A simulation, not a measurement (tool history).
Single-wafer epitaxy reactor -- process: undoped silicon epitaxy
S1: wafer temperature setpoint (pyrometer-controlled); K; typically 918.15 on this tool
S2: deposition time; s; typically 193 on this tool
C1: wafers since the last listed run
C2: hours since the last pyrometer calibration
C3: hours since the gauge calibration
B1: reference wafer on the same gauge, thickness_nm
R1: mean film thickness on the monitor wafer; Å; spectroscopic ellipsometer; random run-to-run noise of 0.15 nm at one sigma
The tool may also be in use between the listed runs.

| run | hour | S1 | S2 | C1 | C2 | C3 | B1 | R1 |
|---|---|---|---|---|---|---|---|---|
| 1 | 0.0 | 918.15 | 193 | 0 | 957.6 | 600.6 | 29.484 | 326.32 |
| 2 | 70.6 | 918.15 | 193 | 403 | 1028.2 | 671.2 | 29.465 | 325.87 |
| 3 | 171.4 | 918.15 | 193 | 575 | 1129.0 | 772.0 | 29.464 | 327.33 |
| 4 | 259.8 | 918.15 | 193 | 504 | 1217.4 | 860.4 | 29.511 | 326.47 |
| 5 | 392.1 | 918.15 | 193 | 755 | 1349.7 | 992.7 | 29.498 | 331.26 |
| 6 | 434.0 | 913.15 | 211 | 239 | 1391.6 | 1034.6 | 29.515 | 323.91 |
| 7 | 516.1 | 913.15 | 211 | 468 | 1473.7 | 1116.7 | 29.477 | 325.69 |
| 8 | 618.7 | 922.15 | 203 | 585 | 1576.3 | 1219.3 | 29.518 | 369.61 |
| 9 | 723.8 | 922.15 | 203 | 600 | 1681.4 | 1324.4 | 29.512 | 372.74 |
| 10 | 795.5 | 918.15 | 193 | 409 | 1753.1 | 1396.1 | 29.513 | 328.45 |
| 11 | 889.7 | 918.15 | 193 | 537 | 1847.3 | 1490.3 | 29.487 | 325.73 |
| 12 | 1146.8 | 918.15 | 193 | 1468 | 2104.4 | 1747.4 | 29.482 | 326.65 |
|  | 1164.4 | pyrometer calibrated |
| 13 | 1185.3 | 929.15 | 193 | 174 | 20.9 | 1785.9 | 29.473 | 380.38 |
| 14 | 1280.6 | 918.15 | 193 | 544 | 116.2 | 1881.2 | 29.471 | 311.01 |
| 15 | 1320.1 | 918.15 | 221 | 225 | 155.7 | 1920.7 | 29.496 | 355.57 |
| 16 | 1392.8 | 929.15 | 178 | 415 | 228.4 | 1993.4 | 29.509 | 355.87 |
| 17 | 1470.1 | 922.15 | 219 | 441 | 305.7 | 2070.7 | 29.502 | 385.51 |
| 18 | 1573.8 | 912.15 | 193 | 592 | 409.4 | 2174.4 | 29.503 | 285.20 |
|  | 1720.8 | gauge calibrated |
| 19 | 1806.7 | 926.15 | 220 | 1330 | 642.3 | 85.9 | 29.497 | 426.48 |
| 20 | 1891.0 | 928.15 | 156 | 481 | 726.6 | 170.2 | 29.524 | 317.05 |
| 21 | 1979.4 | 933.15 | 163 | 504 | 815.0 | 258.6 | 29.473 | 363.24 |
| 22 | 2073.9 | 928.15 | 175 | 539 | 909.5 | 353.1 | 29.490 | 360.46 |
| 23 | 2156.0 | 922.15 | 203 | 468 | 991.6 | 435.2 | 29.493 | 370.70 |
| 24 | 2211.7 | 918.15 | 181 | 318 | 1047.3 | 490.9 | 29.457 | 306.73 |
| 25 | 2318.9 | 918.15 | 161 | 612 | 1154.5 | 598.1 | 29.467 | 270.45 |
| 26 | 2364.5 | 931.15 | 193 | 260 | 1200.1 | 643.7 | 29.480 | 420.97 |
| 27 | 2446.5 | 929.15 | 215 | 468 | 1282.1 | 725.7 | 29.470 | 449.34 |

5 ways to go on from here, each from the tool as it stands after run 27. What would each give?
| A | 2447.0 | 910.15 | 193 | 2 | 1282.6 | 726.2 | ? | ? |
| B | 2447.0 | 922.15 | 193 | 2 | 1282.6 | 726.2 | ? | ? |
| C | 2447.0 | 929.15 | 208 | 2 | 1282.6 | 726.2 | ? | ? |
| D | 2447.0 | 926.15 | 182 | 2 | 1282.6 | 726.2 | ? | ? |
| E | 2447.0 | 909.15 | 193 | 2 | 1282.6 | 726.2 | ? | ? |

| run | B1 | R1 |
|---|---|---|
| A | 29.505 | 277.70 |
| B | 29.505 | 350.22 |
| C | 29.505 | 431.08 |
| D | 29.505 | 356.39 |
| E | 29.505 | 272.32 |
Take away the tool's hidden state, keep each run's random variation, and the runs would have read:
| run | R1 |
|---|---|
| A | 259.91 |
| B | 328.27 |
| C | 404.42 |
| D | 334.22 |
| E | 254.84 |

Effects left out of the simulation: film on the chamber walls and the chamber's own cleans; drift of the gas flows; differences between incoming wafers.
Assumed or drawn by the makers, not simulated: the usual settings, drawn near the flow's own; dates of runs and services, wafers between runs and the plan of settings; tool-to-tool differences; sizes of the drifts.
